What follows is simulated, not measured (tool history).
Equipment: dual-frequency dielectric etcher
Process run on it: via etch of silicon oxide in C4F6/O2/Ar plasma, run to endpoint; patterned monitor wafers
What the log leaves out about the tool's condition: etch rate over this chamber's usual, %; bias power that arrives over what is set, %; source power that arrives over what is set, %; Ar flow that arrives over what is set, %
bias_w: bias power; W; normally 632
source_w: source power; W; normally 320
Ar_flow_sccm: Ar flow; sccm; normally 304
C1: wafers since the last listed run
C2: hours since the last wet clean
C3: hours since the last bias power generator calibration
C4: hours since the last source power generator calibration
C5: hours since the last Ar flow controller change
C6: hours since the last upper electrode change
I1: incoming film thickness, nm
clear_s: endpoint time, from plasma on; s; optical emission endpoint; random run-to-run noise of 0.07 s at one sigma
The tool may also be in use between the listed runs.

Run 1, day 0.000: usual settings; C1 0; C2 81.0; C3 3289.4; C4 3699.5; C5 3358.2; C6 3327.2; I1 105.6. Result: clear_s 23.5 s.
At day 1.075: upper electrode replaced.
Run 2, day 1.421: usual settings but Ar_flow_sccm 345 sccm; C1 87; C2 115.1; C3 3323.5; C4 3733.6; C5 3392.3; C6 8.3; I1 104.3. Result: clear_s 23.7 s.
Run 3, day 4.375: usual settings but Ar_flow_sccm 345 sccm; C1 614; C2 186.0; C3 3394.4; C4 3804.5; C5 3463.2; C6 79.2; I1 104.9. Result: clear_s 23.8 s.
Run 4, day 6.488: usual settings but source_w 370 W; C1 439; C2 236.7; C3 3445.1; C4 3855.2; C5 3513.9; C6 129.9; I1 104.3. Result: clear_s 22.2 s.
At day 8.158: source power generator calibrated.
Run 5, day 9.438: usual settings but source_w 370 W; C1 578; C2 307.5; C3 3515.9; C4 30.7; C5 3584.7; C6 200.7; I1 104.9. Result: clear_s 21.7 s.
At day 10.946: Ar flow controller replaced.
Run 6, day 12.246: usual settings; C1 531; C2 374.9; C3 3583.3; C4 98.1; C5 31.2; C6 268.1; I1 105.6. Result: clear_s 23.0 s.
Run 7, day 13.592: usual settings; C1 279; C2 407.2; C3 3615.6; C4 130.4; C5 63.5; C6 300.4; I1 105.9. Result: clear_s 23.0 s.
Run 8, day 15.200: usual settings but bias_w 559 W, source_w 380 W, Ar_flow_sccm 346 sccm; C1 334; C2 445.8; C3 3654.2; C4 169.0; C5 102.1; C6 339.0; I1 105.2. Result: clear_s 23.1 s.
Run 9, day 18.067: usual settings but source_w 260 W; C1 596; C2 514.6; C3 3723.0; C4 237.8; C5 170.9; C6 407.8; I1 104.3. Result: clear_s 24.2 s.
Run 10, day 19.771: usual settings but bias_w 753 W, source_w 270 W, Ar_flow_sccm 325 sccm; C1 354; C2 555.5; C3 3763.9; C4 278.7; C5 211.8; C6 448.7; I1 104.8. Result: clear_s 22.6 s.
Run 11, day 21.492: usual settings; C1 357; C2 596.8; C3 3805.2; C4 320.0; C5 253.1; C6 490.0; I1 104.7. Result: clear_s 22.7 s.
Run 12, day 22.729: usual settings but bias_w 568 W, Ar_flow_sccm 253 sccm; C1 257; C2 626.5; C3 3834.9; C4 349.7; C5 282.8; C6 519.7; I1 104.5. Result: clear_s 22.9 s.
At day 24.450: wet clean of the chamber.
Run 13, day 24.471: usual settings but bias_w 686 W; C1 154; C2 0.5; C3 3876.7; C4 391.5; C5 324.6; C6 561.5; I1 105.7. Result: clear_s 22.2 s.
At day 26.112: bias power generator calibrated.
Run 14, day 31.471: usual settings; C1 1420; C2 168.5; C3 128.6; C4 559.5; C5 492.6; C6 729.5; I1 105.5. Result: clear_s 23.4 s.
Run 15, day 34.438: usual settings but bias_w 691 W, source_w 260 W, Ar_flow_sccm 345 sccm; C1 616; C2 239.7; C3 199.8; C4 630.7; C5 563.8; C6 800.7; I1 104.3. Result: clear_s 24.4 s.
Run 16, day 40.075: usual settings but bias_w 746 W, source_w 250 W, Ar_flow_sccm 247 sccm; C1 1172; C2 375.0; C3 335.1; C4 766.0; C5 699.1; C6 936.0; I1 104.9. Result: clear_s 22.5 s.
Run 17, day 41.321: usual settings but bias_w 779 W, source_w 360 W, Ar_flow_sccm 260 sccm; C1 259; C2 404.9; C3 365.0; C4 795.9; C5 729.0; C6 965.9; I1 104.8. Result: clear_s 19.8 s.
Run 18, day 43.562: usual settings; C1 466; C2 458.7; C3 418.8; C4 849.7; C5 782.8; C6 1019.7; I1 105.6. Result: clear_s 23.2 s.
Run 19, day 46.400: usual settings but bias_w 551 W; C1 589; C2 526.8; C3 486.9; C4 917.8; C5 850.9; C6 1087.8; I1 105.2. Result: clear_s 24.5 s.
Run 20, day 49.388: usual settings but bias_w 488 W, source_w 400 W, Ar_flow_sccm 336 sccm; C1 621; C2 598.5; C3 558.6; C4 989.5; C5 922.6; C6 1159.5; I1 104.1. Result: clear_s 23.9 s.
Run 21, day 50.483: usual settings; C1 227; C2 624.8; C3 584.9; C4 1015.8; C5 948.9; C6 1185.8; I1 104.8. Result: clear_s 23.2 s.
At day 52.342: wet clean of the chamber.
Run 22, day 52.450: usual settings; C1 200; C2 2.6; C3 632.1; C4 1063.0; C5 996.1; C6 1233.0; I1 105.9. Result: clear_s 23.2 s.
Run 23, day 55.233: usual settings; C1 578; C2 69.4; C3 698.9; C4 1129.8; C5 1062.9; C6 1299.8; I1 104.6. Result: clear_s 23.0 s.
Run 24, day 56.375: usual settings but source_w 300 W, Ar_flow_sccm 255 sccm; C1 237; C2 96.8; C3 726.3; C4 1157.2; C5 1090.3; C6 1327.2; I1 104.9. Result: clear_s 22.9 s.
Run 25, day 58.229: usual settings; C1 385; C2 141.3; C3 770.8; C4 1201.7; C5 1134.8; C6 1371.7; I1 104.9. Result: clear_s 22.9 s.
Run 26, day 60.879: usual settings but bias_w 753 W; C1 550; C2 204.9; C3 834.4; C4 1265.3; C5 1198.4; C6 1435.3; I1 105.8. Result: clear_s 21.8 s.
Run 27, day 63.071: usual settings but bias_w 762 W; C1 455; C2 257.5; C3 887.0; C4 1317.9; C5 1251.0; C6 1487.9; I1 104.8. Result: clear_s 21.4 s.
Run 28, day 65.400: usual settings but source_w 300 W, Ar_flow_sccm 343 sccm; C1 484; C2 313.4; C3 942.9; C4 1373.8; C5 1306.9; C6 1543.8; I1 104.5. Result: clear_s 23.9 s.

Alternative continuations, all from the tool just after run 28; predict every row:
Run A, day 65.417: usual settings but source_w 240 W; C1 3; C2 313.8; C3 943.3; C4 1374.2; C5 1307.3; C6 1544.2; I1 105.6. Result: clear_s ?.
Run B, day 65.417: usual settings but bias_w 539 W, source_w 280 W, Ar_flow_sccm 355 sccm; C1 3; C2 313.8; C3 943.3; C4 1374.2; C5 1307.3; C6 1544.2; I1 105.6. Result: clear_s ?.
Run C, day 65.417: usual settings but bias_w 754 W, source_w 350 W, Ar_flow_sccm 336 sccm; C1 3; C2 313.8; C3 943.3; C4 1374.2; C5 1307.3; C6 1544.2; I1 105.6. Result: clear_s ?.
Run D, day 65.417: usual settings but bias_w 673 W, source_w 260 W, Ar_flow_sccm 280 sccm; C1 3; C2 313.8; C3 943.3; C4 1374.2; C5 1307.3; C6 1544.2; I1 105.6. Result: clear_s ?.
Run E, day 65.417: usual settings but source_w 380 W, Ar_flow_sccm 331 sccm; C1 3; C2 313.8; C3 943.3; C4 1374.2; C5 1307.3; C6 1544.2; I1 105.6. Result: clear_s ?.

run  clear_s
  A     25.6
  B     26.6
  C     21.5
  D     23.9
  E     22.3
The same runs, with their run-to-run variation unchanged, on a tool lacking any hidden condition would have given:
run  clear_s
  A     25.7
  B     26.7
  C     21.6
  D     24.1
  E     22.4
